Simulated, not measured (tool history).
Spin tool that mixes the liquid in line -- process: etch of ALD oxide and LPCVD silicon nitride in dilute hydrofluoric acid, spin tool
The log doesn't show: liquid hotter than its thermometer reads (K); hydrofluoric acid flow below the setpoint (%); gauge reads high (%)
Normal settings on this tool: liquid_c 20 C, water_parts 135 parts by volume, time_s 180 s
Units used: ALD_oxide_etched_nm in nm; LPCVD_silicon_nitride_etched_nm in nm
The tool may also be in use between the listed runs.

run   hour  liquid_c  water_parts  time_s  wafers since the last listed run  hours since the thermometer was replaced  hours since the hydrofluoric acid flow meter was replaced  hours since the gauge calibration  read-back film thickness of the ALD oxide reference wafer, read on the same gauge (nm)  read-back film thickness of the LPCVD silicon nitride reference wafer, read on the same gauge (nm)  ALD_oxide_etched_nm  LPCVD_silicon_nitride_etched_nm
  1      0        20          170     180                                 0                                     429.8                                                      253.6                              618.3                                                                                  149.99                                                                                              49.987                15.12                            0.384
  2   30.3        20          170     180                               278                                     460.1                                                      283.9                              648.6                                                                                  150.02                                                                                              49.986                15.06                            0.335
  3   64.6        20          135     180                               315                                     494.4                                                      318.2                              682.9                                                                                  150.01                                                                                              50.007                19.71                            0.436
  4  134.7        20          135     180                               643                                     564.5                                                      388.3                                753                                                                                  150.02                                                                                              49.999                19.96                            0.487
  5  170.3        20          135     180                               326                                     600.1                                                      423.9                              788.6                                                                                  150.03                                                                                              49.998                20.09                             0.53
  6  194.2        20          135     180                               219                                       624                                                      447.8                              812.5                                                                                  149.99                                                                                              50.001                 19.8                            0.418
  7  216.1        20          190     180                               201                                     645.9                                                      469.7                              834.4                                                                                     150                                                                                              50.006                13.39                            0.323
  8  234.4        17          135     180                               168                                     664.2                                                        488                              852.7                                                                                  149.99                                                                                              50.005                17.82                            0.415
  9  247.4        20          135     180                               119                                     677.2                                                        501                              865.7                                                                                  150.01                                                                                              50.014                20.06                            0.463
 10  282.6        20          135     180                               323                                     712.4                                                      536.2                              900.9                                                                                  149.99                                                                                                  50                19.97                            0.522
     299.2  -- hydrofluoric acid flow meter replaced
 11  299.7        20          105     180                               147                                     729.5                                                        0.5                                918                                                                                     150                                                                                              49.987                26.88                            0.609
 12  335.2        22          135     180                               326                                       765                                                         36                              953.5                                                                                  149.98                                                                                              49.985                21.94                            0.546
 13  376.6        18          135      90                               380                                     806.4                                                       77.4                              994.9                                                                                  150.01                                                                                              49.994                 9.41                            0.202
     383.7  -- gauge calibrated
 14  405.9      22.5          135     285                               269                                     835.7                                                      106.7                               22.2                                                                                  150.01                                                                                              49.995                35.57                            0.896
 15  432.9        20          135     180                               247                                     862.7                                                      133.7                               49.2                                                                                  149.97                                                                                              50.003                20.14                            0.519
     435.7  -- thermometer replaced
 16  463.5        20          135     180                               271                                      27.8                                                      164.3                               79.8                                                                                     150                                                                                              50.003                19.17                            0.451
 17  476.5        20          135     180                               119                                      40.8                                                      177.3                               92.8                                                                                  149.98                                                                                              50.005                 19.1                            0.477
 18  502.5        20          135     180                               238                                      66.8                                                      203.3                              118.8                                                                                  150.01                                                                                              50.007                19.03                             0.46
 19  592.2      17.5          185     280                               823                                     156.5                                                        293                              208.5                                                                                  149.99                                                                                              50.003                18.73                             0.47
 20  609.3      24.5          135     180                               157                                     173.6                                                      310.1                              225.6                                                                                  150.01                                                                                              50.011                23.09                            0.646
 21    633      24.5           85     285                               217                                     197.3                                                      333.8                              249.3                                                                                     150                                                                                               50.01                61.85                            1.656
 22  646.3      18.5          135     180                               122                                     210.6                                                      347.1                              262.6                                                                                  150.01                                                                                              49.993                18.14                            0.419
 23    678        20           70     110                               291                                     242.3                                                      378.8                              294.3                                                                                  149.99                                                                                               49.99                24.59                            0.543
 24  709.8      22.5          135     180                               292                                     274.1                                                      410.6                              326.1                                                                                  150.02                                                                                              50.015                21.22                            0.551
 25  737.3        20           90     180                               252                                     301.6                                                      438.1                              353.6                                                                                  149.98                                                                                              50.011                30.67                            0.689
 26  754.4        23          190     180                               157                                     318.7                                                      455.2                              370.7                                                                                  149.99                                                                                              50.008                14.63                            0.379

4 ways to go on from here, each from the tool as it stands after run 26. What would each give?
  A  754.9        20           65     180                                 4                                     319.2                                                      455.7                              371.2                                                                                       ?                                                                                                   ?                    ?                                ?
  B  754.9      21.5          115     210                                 4                                     319.2                                                      455.7                              371.2                                                                                       ?                                                                                                   ?                    ?                                ?
  C  754.9      18.5          200     245                                 4                                     319.2                                                      455.7                              371.2                                                                                       ?                                                                                                   ?                    ?                                ?
  D  754.9        24          135     180                                 4                                     319.2                                                      455.7                              371.2                                                                                       ?                                                                                                   ?                    ?                                ?

run  read-back film thickness of the ALD oxide reference wafer, read on the same gauge (nm)  read-back film thickness of the LPCVD silicon nitride reference wafer, read on the same gauge (nm)  ALD_oxide_etched_nm  LPCVD_silicon_nitride_etched_nm
  A                                                                                  149.96                                                                                              50.007                43.79                            0.902
  B                                                                                  149.96                                                                                              50.007                28.95                            0.666
  C                                                                                  149.96                                                                                              50.007                15.79                            0.371
  D                                                                                  149.96                                                                                              50.007                22.78                            0.574
Stripped of hidden state, with their random variation kept, the same runs would have yielded:
run  ALD_oxide_etched_nm  LPCVD_silicon_nitride_etched_nm
  A                42.77                            0.868
  B                28.31                            0.642
  C                15.44                            0.358
  D                22.29                            0.554
